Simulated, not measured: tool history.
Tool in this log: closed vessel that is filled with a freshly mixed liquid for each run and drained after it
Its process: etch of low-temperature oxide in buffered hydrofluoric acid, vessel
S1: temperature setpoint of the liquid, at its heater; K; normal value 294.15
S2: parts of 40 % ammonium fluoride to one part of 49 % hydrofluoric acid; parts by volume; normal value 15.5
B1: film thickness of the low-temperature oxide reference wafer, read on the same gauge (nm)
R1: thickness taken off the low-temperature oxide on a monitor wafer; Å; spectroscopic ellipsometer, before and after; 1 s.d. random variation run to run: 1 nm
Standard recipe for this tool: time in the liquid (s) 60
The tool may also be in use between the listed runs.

{"run": 1, "hour": 0.0, "S1": 294.15, "S2": 15.5, "time in the liquid (s)": 60, "B1": 29.96, "R1": 963.1}
{"run": 2, "hour": 38.2, "S1": 294.15, "S2": 15.5, "time in the liquid (s)": 60, "B1": 29.93, "R1": 965.8}
{"run": 3, "hour": 115.6, "S1": 294.15, "S2": 17.5, "time in the liquid (s)": 60, "B1": 30.0, "R1": 871.9}
{"run": 4, "hour": 195.1, "S1": 294.15, "S2": 17.5, "time in the liquid (s)": 60, "B1": 30.02, "R1": 878.0}
{"run": 5, "hour": 463.2, "S1": 294.15, "S2": 17.5, "time in the liquid (s)": 60, "B1": 30.01, "R1": 863.1}
{"hour": 519.5, "done": "hydrofluoric acid flow meter replaced, repeated, since the last time left the tool worse"}
{"run": 6, "hour": 548.6, "S1": 294.15, "S2": 15.5, "time in the liquid (s)": 60, "B1": 29.98, "R1": 1123.3}
{"run": 7, "hour": 600.0, "S1": 294.15, "S2": 15.5, "time in the liquid (s)": 60, "B1": 30.01, "R1": 1111.2}
{"run": 8, "hour": 695.6, "S1": 294.15, "S2": 15.5, "time in the liquid (s)": 60, "B1": 29.95, "R1": 1124.5}
{"run": 9, "hour": 735.8, "S1": 298.65, "S2": 10.5, "time in the liquid (s)": 85, "B1": 30.0, "R1": 2987.7}
{"run": 10, "hour": 825.3, "S1": 290.15, "S2": 15.5, "time in the liquid (s)": 60, "B1": 30.05, "R1": 874.5}
{"run": 11, "hour": 902.8, "S1": 297.65, "S2": 11.5, "time in the liquid (s)": 60, "B1": 29.96, "R1": 1790.2}
{"run": 12, "hour": 960.9, "S1": 294.15, "S2": 15.5, "time in the liquid (s)": 85, "B1": 29.97, "R1": 1566.9}
{"run": 13, "hour": 1044.4, "S1": 290.15, "S2": 15.5, "time in the liquid (s)": 60, "B1": 29.97, "R1": 876.7}
{"run": 14, "hour": 1134.1, "S1": 294.15, "S2": 14.0, "time in the liquid (s)": 40, "B1": 30.0, "R1": 827.5}
{"run": 15, "hour": 1173.8, "S1": 298.65, "S2": 10.5, "time in the liquid (s)": 85, "B1": 30.02, "R1": 2955.3}
{"hour": 1185.6, "done": "gauge calibrated"}
{"run": 16, "hour": 1250.5, "S1": 297.15, "S2": 13.0, "time in the liquid (s)": 85, "B1": 30.0, "R1": 2178.5}
{"run": 17, "hour": 1289.1, "S1": 294.15, "S2": 15.5, "time in the liquid (s)": 60, "B1": 29.99, "R1": 1104.4}
{"run": 18, "hour": 1386.0, "S1": 297.65, "S2": 19.5, "time in the liquid (s)": 60, "B1": 30.01, "R1": 1052.5}
{"hour": 1399.0, "done": "thermometer replaced"}
{"run": 19, "hour": 1434.3, "S1": 296.15, "S2": 10.0, "time in the liquid (s)": 45, "B1": 30.02, "R1": 1412.1}
{"run": 20, "hour": 1507.3, "S1": 291.15, "S2": 12.0, "time in the liquid (s)": 50, "B1": 30.03, "R1": 988.5}
{"run": 21, "hour": 1606.6, "S1": 294.15, "S2": 15.5, "time in the liquid (s)": 60, "B1": 30.0, "R1": 1087.3}
{"run": 22, "hour": 1651.8, "S1": 294.15, "S2": 15.5, "time in the liquid (s)": 60, "B1": 30.03, "R1": 1080.0}
{"run": 23, "hour": 1752.3, "S1": 294.15, "S2": 15.5, "time in the liquid (s)": 95, "B1": 30.03, "R1": 1709.9}
{"run": 24, "hour": 1858.2, "S1": 294.15, "S2": 13.0, "time in the liquid (s)": 80, "B1": 30.02, "R1": 1725.6}
{"run": 25, "hour": 1965.3, "S1": 299.15, "S2": 19.0, "time in the liquid (s)": 45, "B1": 29.98, "R1": 864.1}
{"run": 26, "hour": 2018.7, "S1": 294.15, "S2": 21.0, "time in the liquid (s)": 50, "B1": 30.01, "R1": 681.6}
{"run": 27, "hour": 2115.1, "S1": 296.65, "S2": 17.5, "time in the liquid (s)": 60, "B1": 29.99, "R1": 1105.5}
{"run": 28, "hour": 2205.9, "S1": 290.15, "S2": 11.0, "time in the liquid (s)": 85, "B1": 30.01, "R1": 1699.9}
{"run": 29, "hour": 2249.6, "S1": 291.65, "S2": 17.0, "time in the liquid (s)": 45, "B1": 30.06, "R1": 641.5}
{"run": 30, "hour": 2332.0, "S1": 297.65, "S2": 12.0, "time in the liquid (s)": 60, "B1": 30.04, "R1": 1664.5}
{"run": 31, "hour": 2398.1, "S1": 294.15, "S2": 15.5, "time in the liquid (s)": 60, "B1": 30.01, "R1": 1064.5}
{"run": 32, "hour": 2467.8, "S1": 294.15, "S2": 13.0, "time in the liquid (s)": 60, "B1": 30.04, "R1": 1274.3}
{"hour": 2505.3, "done": "hydrofluoric acid flow meter replaced"}
{"run": 33, "hour": 2723.9, "S1": 294.15, "S2": 18.0, "time in the liquid (s)": 60, "B1": 29.99, "R1": 959.1}

Exercise: give the hidden state of the tool at every run:
liquid hotter than its thermometer reads (K): 0 on each run
gauge reads high (%): 0 on each run
H1: hydrofluoric acid flow below the setpoint (%)
run=1 H1=14.1
run=2 H1=14.2
run=3 H1=14.4
run=4 H1=14.6
run=5 H1=15.5
run=6 H1=0.575
run=7 H1=0.733
run=8 H1=1.03
run=9 H1=1.15
run=10 H1=1.42
run=11 H1=1.66
run=12 H1=1.84
run=13 H1=2.1
run=14 H1=2.37
run=15 H1=2.49
run=16 H1=2.73
run=17 H1=2.85
run=18 H1=3.14
run=19 H1=3.29
run=20 H1=3.52
run=21 H1=3.82
run=22 H1=3.96
run=23 H1=4.27
run=24 H1=4.59
run=25 H1=4.92
run=26 H1=5.08
run=27 H1=5.38
run=28 H1=5.66
run=29 H1=5.79
run=30 H1=6.04
run=31 H1=6.25
run=32 H1=6.46
run=33 H1=1.03

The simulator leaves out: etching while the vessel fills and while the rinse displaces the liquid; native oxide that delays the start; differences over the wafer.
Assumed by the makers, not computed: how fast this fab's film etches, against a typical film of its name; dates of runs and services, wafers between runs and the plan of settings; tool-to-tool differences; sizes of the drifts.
